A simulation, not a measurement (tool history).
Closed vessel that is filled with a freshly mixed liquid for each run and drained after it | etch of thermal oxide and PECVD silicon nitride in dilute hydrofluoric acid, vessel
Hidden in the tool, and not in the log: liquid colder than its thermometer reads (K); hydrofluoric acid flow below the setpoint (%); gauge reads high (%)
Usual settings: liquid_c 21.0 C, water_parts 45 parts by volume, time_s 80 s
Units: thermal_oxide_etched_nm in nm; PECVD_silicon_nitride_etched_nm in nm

run,hour,liquid_c,water_parts,time_s,wafers since the last listed run,hours since the thermometer was replaced,hours since the hydrofluoric acid flow meter was replaced,hours since the gauge calibration,"read-back film thickness of the thermal oxide reference wafer, read on the same gauge (nm)","read-back film thickness of the PECVD silicon nitride reference wafer, read on the same gauge (nm)",thermal_oxide_etched_nm,PECVD_silicon_nitride_etched_nm
1,0.0,19.5,45,115,0,1905.4,2414.9,611.1,29.97,49.946,8.60,5.406
2,17.3,21.0,45,80,2037,1922.7,2432.2,628.4,29.99,50.010,6.44,4.206
# hour 41.1: hydrofluoric acid flow meter replaced
3,48.0,21.0,45,80,3497,1953.4,6.9,659.1,30.03,49.991,6.40,4.243
4,76.6,21.0,45,80,3368,1982.0,35.5,687.7,29.99,49.970,6.35,4.183
5,98.9,24.5,40,80,2626,2004.3,57.8,710.0,30.01,50.017,8.37,6.007
6,113.9,21.0,45,80,1766,2019.3,72.8,725.0,30.03,49.990,6.39,4.187
7,129.2,21.0,45,80,1801,2034.6,88.1,740.3,30.00,49.996,6.38,4.149
8,163.5,21.0,45,80,4039,2068.9,122.4,774.6,30.02,49.993,6.37,4.151
# hour 186.9: gauge calibrated
9,195.2,21.0,35,80,3733,2100.6,154.1,8.3,29.98,49.978,8.27,5.305
10,249.0,18.0,40,100,6335,2154.4,207.9,62.1,30.02,50.013,7.86,4.688
11,270.9,17.0,45,55,2579,2176.3,229.8,84.0,29.98,50.030,3.67,2.122
# hour 349.8: thermometer replaced
12,374.3,23.5,45,80,12058,24.5,333.2,187.4,30.03,50.013,7.60,5.640
13,401.7,21.0,45,65,3226,51.9,360.6,214.8,29.98,50.003,5.57,3.770
14,425.4,21.0,45,80,2790,75.6,384.3,238.5,29.99,50.001,6.79,4.644
15,448.5,21.0,45,55,2720,98.7,407.4,261.6,30.04,50.015,4.70,3.191
16,481.7,17.0,45,120,3909,131.9,440.6,294.8,29.98,50.014,8.66,5.300
17,510.4,21.0,55,95,3379,160.6,469.3,323.5,29.98,50.008,6.52,4.584
18,529.9,21.0,45,80,2296,180.1,488.8,343.0,30.01,50.022,6.86,4.570
19,550.7,21.0,45,100,2449,200.9,509.6,363.8,30.04,49.996,8.48,5.846
20,566.1,24.5,45,30,1813,216.3,525.0,379.2,30.00,49.983,2.96,2.243
21,581.3,21.0,55,50,1790,231.5,540.2,394.4,29.97,50.000,3.44,2.376
22,608.4,21.0,45,80,3191,258.6,567.3,421.5,29.96,50.019,6.78,4.685
23,642.9,17.0,30,50,4062,293.1,601.8,456.0,29.98,49.991,5.44,3.204
24,660.6,23.0,45,65,2084,310.8,619.5,473.7,30.03,49.966,6.00,4.301
25,677.8,21.0,55,80,2025,328.0,636.7,490.9,29.97,49.982,5.52,3.851

5 ways to go on from here, each from the tool as it stands after run 25. What would each give?
A,678.5,21.0,45,80,82,328.7,637.4,491.6,?,?,?,?
B,678.5,22.5,55,40,82,328.7,637.4,491.6,?,?,?,?
C,678.5,18.5,55,80,82,328.7,637.4,491.6,?,?,?,?
D,678.5,25.5,65,120,82,328.7,637.4,491.6,?,?,?,?
E,678.5,19.0,45,65,82,328.7,637.4,491.6,?,?,?,?

run,"read-back film thickness of the thermal oxide reference wafer, read on the same gauge (nm)","read-back film thickness of the PECVD silicon nitride reference wafer, read on the same gauge (nm)",thermal_oxide_etched_nm,PECVD_silicon_nitride_etched_nm
A,30.05,49.990,6.83,4.581
B,30.05,49.990,2.94,2.089
C,30.05,49.990,4.97,3.165
D,30.05,49.990,8.34,6.516
E,30.05,49.990,5.10,3.236
Without the tool's hidden state the same runs would have given:
run,thermal_oxide_etched_nm,PECVD_silicon_nitride_etched_nm
A,7.06,4.832
B,3.04,2.202
C,5.13,3.341
D,8.60,6.858
E,5.27,3.416
